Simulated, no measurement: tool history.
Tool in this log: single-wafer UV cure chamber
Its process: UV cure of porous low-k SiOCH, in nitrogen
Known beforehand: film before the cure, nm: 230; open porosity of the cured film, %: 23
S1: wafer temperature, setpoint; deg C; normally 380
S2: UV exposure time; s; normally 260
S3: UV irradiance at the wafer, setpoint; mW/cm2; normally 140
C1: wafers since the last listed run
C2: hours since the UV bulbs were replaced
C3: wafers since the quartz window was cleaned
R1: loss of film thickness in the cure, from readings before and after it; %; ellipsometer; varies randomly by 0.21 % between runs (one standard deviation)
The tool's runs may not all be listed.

run 1 hour=0 | S1=380 S2=260 S3=140 | C1=0 C2=1223.9 C3=440 | R1=13.142
run 2 hour=67.6 | S1=380 S2=260 S3=140 | C1=676 C2=1291.5 C3=1116 | R1=13.063
run 3 hour=152.7 | S1=380 S2=260 S3=140 | C1=851 C2=1376.6 C3=1968 | R1=12.542
run 4 hour=234 | S1=380 S2=260 S3=140 | C1=813 C2=1457.9 C3=2782 | R1=11.928
-- hour=283.3 UV bulbs replaced
run 5 hour=330.8 | S1=380 S2=260 S3=140 | C1=888 C2=47.5 C3=3670 | R1=13.903
run 6 hour=429.6 | S1=380 S2=260 S3=140 | C1=988 C2=146.3 C3=4659 | R1=13.555
-- hour=474.9 quartz window cleaned
run 7 hour=475.4 | S1=385 S2=260 S3=140 | C1=378 C2=192.1 C3=4 | R1=14.678
run 8 hour=515.2 | S1=368 S2=260 S3=140 | C1=398 C2=231.9 C3=403 | R1=14.2
run 9 hour=566.2 | S1=368 S2=260 S3=140 | C1=510 C2=282.9 C3=913 | R1=14.152
run 10 hour=668.5 | S1=368 S2=260 S3=140 | C1=1023 C2=385.2 C3=1937 | R1=14.035
run 11 hour=750.3 | S1=380 S2=260 S3=140 | C1=818 C2=467 C3=2756 | R1=13.784
run 12 hour=807.5 | S1=380 S2=260 S3=140 | C1=572 C2=524.2 C3=3328 | R1=13.98
run 13 hour=871.2 | S1=380 S2=260 S3=140 | C1=637 C2=587.9 C3=3966 | R1=13.653
run 14 hour=917 | S1=380 S2=260 S3=140 | C1=458 C2=633.7 C3=4424 | R1=13.496
run 15 hour=974.6 | S1=380 S2=260 S3=126 | C1=576 C2=691.3 C3=5001 | R1=13.133
-- hour=998.7 quartz window cleaned
run 16 hour=1065.2 | S1=380 S2=365 S3=113 | C1=826 C2=781.9 C3=665 | R1=14.464
run 17 hour=1128 | S1=380 S2=365 S3=113 | C1=628 C2=844.7 C3=1293 | R1=13.974
run 18 hour=1207.2 | S1=380 S2=260 S3=140 | C1=792 C2=923.9 C3=2086 | R1=13.208
run 19 hour=1268.5 | S1=380 S2=365 S3=140 | C1=613 C2=985.2 C3=2700 | R1=14.895
run 20 hour=1331.5 | S1=380 S2=365 S3=140 | C1=630 C2=1048.2 C3=3330 | R1=14.588
run 21 hour=1431.4 | S1=380 S2=390 S3=162 | C1=999 C2=1148.1 C3=4330 | R1=15.186
run 22 hour=1487.7 | S1=380 S2=260 S3=140 | C1=563 C2=1204.4 C3=4894 | R1=12.185
-- hour=1585.7 quartz window cleaned
run 23 hour=1586.2 | S1=380 S2=260 S3=140 | C1=905 C2=1302.9 C3=4 | R1=12.971
run 24 hour=1660.7 | S1=371 S2=260 S3=105 | C1=745 C2=1377.4 C3=750 | R1=10.736
run 25 hour=1706 | S1=394 S2=260 S3=140 | C1=453 C2=1422.7 C3=1203 | R1=12.694
run 26 hour=1776.6 | S1=380 S2=260 S3=140 | C1=706 C2=1493.3 C3=1910 | R1=12.143
-- hour=1820.5 UV bulbs replaced
run 27 hour=1821 | S1=373 S2=200 S3=112 | C1=364 C2=0.5 C3=2274 | R1=11.62
run 28 hour=1887.8 | S1=397 S2=335 S3=159 | C1=668 C2=67.3 C3=2943 | R1=16.172
run 29 hour=1941.7 | S1=397 S2=260 S3=140 | C1=539 C2=121.2 C3=3482 | R1=14.285
run 30 hour=2033.1 | S1=380 S2=260 S3=140 | C1=914 C2=212.6 C3=4397 | R1=13.752
-- hour=2129.1 quartz window cleaned
run 31 hour=2129.6 | S1=380 S2=260 S3=140 | C1=885 C2=309.1 C3=5 | R1=14.295
run 32 hour=2176.2 | S1=362 S2=260 S3=170 | C1=466 C2=355.7 C3=471 | R1=15.223
run 33 hour=2257.3 | S1=380 S2=215 S3=140 | C1=811 C2=436.8 C3=1283 | R1=13.403
run 34 hour=2339.2 | S1=392 S2=170 S3=140 | C1=819 C2=518.7 C3=2102 | R1=11.939
run 35 hour=2432.3 | S1=380 S2=260 S3=140 | C1=931 C2=611.8 C3=3034 | R1=13.398
run 36 hour=2479.7 | S1=360 S2=175 S3=170 | C1=474 C2=659.2 C3=3509 | R1=12.089
run 37 hour=2518.3 | S1=380 S2=260 S3=140 | C1=386 C2=697.8 C3=3895 | R1=13.342
run 38 hour=2625.9 | S1=391 S2=215 S3=140 | C1=1076 C2=805.4 C3=4972 | R1=12.073
run 39 hour=2663.7 | S1=380 S2=395 S3=106 | C1=378 C2=843.2 C3=5350 | R1=13.665
-- hour=2743.6 quartz window cleaned
run 40 hour=2747.9 | S1=386 S2=260 S3=105 | C1=762 C2=927.4 C3=43 | R1=12.821

4 options for the next run, each taken on its own from the tool as it stands now. Forecast them:
run A hour=2748.3 | S1=380 S2=260 S3=140 | C1=4 C2=927.8 C3=47 | R1=?
run B hour=2748.3 | S1=364 S2=400 S3=140 | C1=4 C2=927.8 C3=47 | R1=?
run C hour=2748.3 | S1=366 S2=260 S3=140 | C1=4 C2=927.8 C3=47 | R1=?
run D hour=2748.3 | S1=380 S2=260 S3=169 | C1=4 C2=927.8 C3=47 | R1=?

run=A R1=13.655
run=B R1=15.432
run=C R1=13.374
run=D R1=14.57
The same runs, with their run-to-run variation unchanged, on a tool lacking any hidden condition would have given:
run=A R1=14.555
run=B R1=16.349
run=C R1=14.271
run=D R1=15.48

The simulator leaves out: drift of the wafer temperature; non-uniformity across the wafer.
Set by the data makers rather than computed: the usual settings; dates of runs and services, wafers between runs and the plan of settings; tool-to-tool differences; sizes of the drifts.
